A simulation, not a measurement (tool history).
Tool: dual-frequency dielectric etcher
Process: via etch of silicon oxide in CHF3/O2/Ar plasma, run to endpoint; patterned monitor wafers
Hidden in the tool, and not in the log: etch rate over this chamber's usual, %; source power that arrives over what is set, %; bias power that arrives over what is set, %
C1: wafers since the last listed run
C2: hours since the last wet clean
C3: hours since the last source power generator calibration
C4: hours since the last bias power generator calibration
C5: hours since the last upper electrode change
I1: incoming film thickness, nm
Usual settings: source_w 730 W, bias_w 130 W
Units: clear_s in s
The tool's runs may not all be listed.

Run 1, day 0.000: usual settings; C1 0; C2 500.8; C3 4553.0; C4 4523.6; C5 2366.0; I1 789.0. Result: clear_s 423.6 s.
Run 2, day 0.429: usual settings; C1 51; C2 511.1; C3 4563.3; C4 4533.9; C5 2376.3; I1 784.9. Result: clear_s 428.1 s.
Run 3, day 0.692: usual settings; C1 31; C2 517.4; C3 4569.6; C4 4540.2; C5 2382.6; I1 778.1. Result: clear_s 419.3 s.
Run 4, day 1.383: usual settings; C1 83; C2 534.0; C3 4586.2; C4 4556.8; C5 2399.2; I1 776.0. Result: clear_s 415.1 s.
Run 5, day 1.712: usual settings; C1 39; C2 541.9; C3 4594.1; C4 4564.7; C5 2407.1; I1 784.4. Result: clear_s 423.0 s.
Run 6, day 2.338: usual settings; C1 75; C2 556.9; C3 4609.1; C4 4579.7; C5 2422.1; I1 784.3. Result: clear_s 423.2 s.
Run 7, day 2.800: usual settings but bias_w 114 W; C1 55; C2 568.0; C3 4620.2; C4 4590.8; C5 2433.2; I1 785.6. Result: clear_s 442.5 s.
At day 3.921: wet clean of the chamber.
Run 8, day 3.942: usual settings; C1 17; C2 0.5; C3 4647.6; C4 4618.2; C5 2460.6; I1 776.5. Result: clear_s 397.3 s.
Run 9, day 4.025: usual settings; C1 10; C2 2.5; C3 4649.6; C4 4620.2; C5 2462.6; I1 786.4. Result: clear_s 404.1 s.
At day 4.883: source power generator calibrated.
Run 10, day 4.904: usual settings; C1 85; C2 23.6; C3 0.5; C4 4641.3; C5 2483.7; I1 796.3. Result: clear_s 408.6 s.
Run 11, day 4.988: usual settings; C1 10; C2 25.6; C3 2.5; C4 4643.3; C5 2485.7; I1 792.1. Result: clear_s 412.4 s.
Run 12, day 5.500: usual settings but source_w 620 W, bias_w 115 W; C1 61; C2 37.9; C3 14.8; C4 4655.6; C5 2498.0; I1 785.0. Result: clear_s 451.6 s.
Run 13, day 6.050: usual settings but bias_w 108 W; C1 66; C2 51.1; C3 28.0; C4 4668.8; C5 2511.2; I1 780.5. Result: clear_s 428.0 s.
Run 14, day 6.308: usual settings but source_w 620 W, bias_w 156 W; C1 31; C2 57.3; C3 34.2; C4 4675.0; C5 2517.4; I1 781.6. Result: clear_s 396.9 s.
Run 15, day 6.696: usual settings but source_w 590 W, bias_w 120 W; C1 46; C2 66.6; C3 43.5; C4 4684.3; C5 2526.7; I1 778.9. Result: clear_s 435.7 s.
At day 6.996: bias power generator calibrated.
Run 16, day 7.292: usual settings; C1 51; C2 80.9; C3 57.8; C4 7.1; C5 2541.0; I1 780.7. Result: clear_s 402.1 s.
Run 17, day 7.750: usual settings but bias_w 148 W; C1 55; C2 91.9; C3 68.8; C4 18.1; C5 2552.0; I1 782.1. Result: clear_s 390.2 s.
Run 18, day 8.233: usual settings but source_w 870 W, bias_w 118 W; C1 58; C2 103.5; C3 80.4; C4 29.7; C5 2563.6; I1 781.1. Result: clear_s 385.5 s.
Run 19, day 8.696: usual settings; C1 55; C2 114.6; C3 91.5; C4 40.8; C5 2574.7; I1 782.9. Result: clear_s 396.4 s.
At day 9.717: upper electrode replaced.
Run 20, day 9.738: usual settings but source_w 850 W, bias_w 158 W; C1 5; C2 139.6; C3 116.5; C4 65.8; C5 0.5; I1 789.3. Result: clear_s 361.4 s.
Run 21, day 9.804: usual settings but source_w 670 W, bias_w 140 W; C1 8; C2 141.2; C3 118.1; C4 67.4; C5 2.1; I1 771.3. Result: clear_s 401.1 s.
Run 22, day 10.242: usual settings but source_w 870 W; C1 52; C2 151.7; C3 128.6; C4 77.9; C5 12.6; I1 780.3. Result: clear_s 384.3 s.
Run 23, day 10.971: usual settings; C1 87; C2 169.2; C3 146.1; C4 95.4; C5 30.1; I1 785.7. Result: clear_s 411.8 s.
Run 24, day 11.538: usual settings but source_w 590 W; C1 68; C2 182.8; C3 159.7; C4 109.0; C5 43.7; I1 780.3. Result: clear_s 439.3 s.
Run 25, day 11.858: usual settings but source_w 850 W; C1 38; C2 190.5; C3 167.4; C4 116.7; C5 51.4; I1 772.2. Result: clear_s 380.1 s.
Run 26, day 12.358: usual settings but source_w 640 W, bias_w 144 W; C1 60; C2 202.5; C3 179.4; C4 128.7; C5 63.4; I1 780.2. Result: clear_s 411.5 s.
Run 27, day 12.767: usual settings; C1 49; C2 212.3; C3 189.2; C4 138.5; C5 73.2; I1 778.4. Result: clear_s 410.5 s.
Run 28, day 13.100: usual settings; C1 40; C2 220.3; C3 197.2; C4 146.5; C5 81.2; I1 787.2. Result: clear_s 408.5 s.
Run 29, day 13.458: usual settings but source_w 630 W, bias_w 99 W; C1 43; C2 228.9; C3 205.8; C4 155.1; C5 89.8; I1 782.1. Result: clear_s 474.4 s.
Run 30, day 13.883: usual settings but source_w 600 W, bias_w 138 W; C1 51; C2 239.1; C3 216.0; C4 165.3; C5 100.0; I1 769.1. Result: clear_s 422.5 s.
Run 31, day 14.192: usual settings; C1 37; C2 246.5; C3 223.4; C4 172.7; C5 107.4; I1 778.8. Result: clear_s 411.5 s.
Run 32, day 14.704: usual settings but source_w 620 W; C1 61; C2 258.8; C3 235.7; C4 185.0; C5 119.7; I1 783.6. Result: clear_s 433.9 s.
Run 33, day 14.967: usual settings but source_w 620 W, bias_w 155 W; C1 31; C2 265.1; C3 242.0; C4 191.3; C5 126.0; I1 792.2. Result: clear_s 415.0 s.
Run 34, day 15.521: usual settings but source_w 620 W, bias_w 102 W; C1 66; C2 278.4; C3 255.3; C4 204.6; C5 139.3; I1 787.4. Result: clear_s 476.5 s.

Forecast each of these 5 alternatives for the next run:
Run A, day 15.542: usual settings but bias_w 115 W; C1 2; C2 278.9; C3 255.8; C4 205.1; C5 139.8; I1 779.1. Result: clear_s ?.
Run B, day 15.542: usual settings but source_w 660 W, bias_w 99 W; C1 2; C2 278.9; C3 255.8; C4 205.1; C5 139.8; I1 779.1. Result: clear_s ?.
Run C, day 15.542: usual settings but bias_w 107 W; C1 2; C2 278.9; C3 255.8; C4 205.1; C5 139.8; I1 779.1. Result: clear_s ?.
Run D, day 15.542: usual settings but source_w 780 W, bias_w 105 W; C1 2; C2 278.9; C3 255.8; C4 205.1; C5 139.8; I1 779.1. Result: clear_s ?.
Run E, day 15.542: usual settings but source_w 850 W, bias_w 144 W; C1 2; C2 278.9; C3 255.8; C4 205.1; C5 139.8; I1 779.1. Result: clear_s ?.

run  clear_s
  A    427.7
  B    467.1
  C    438.5
  D    430.7
  E    374.3
Without the tool's hidden state the same runs would have given:
run  clear_s
  A    416.9
  B    455.3
  C    427.4
  D    419.9
  E    364.8
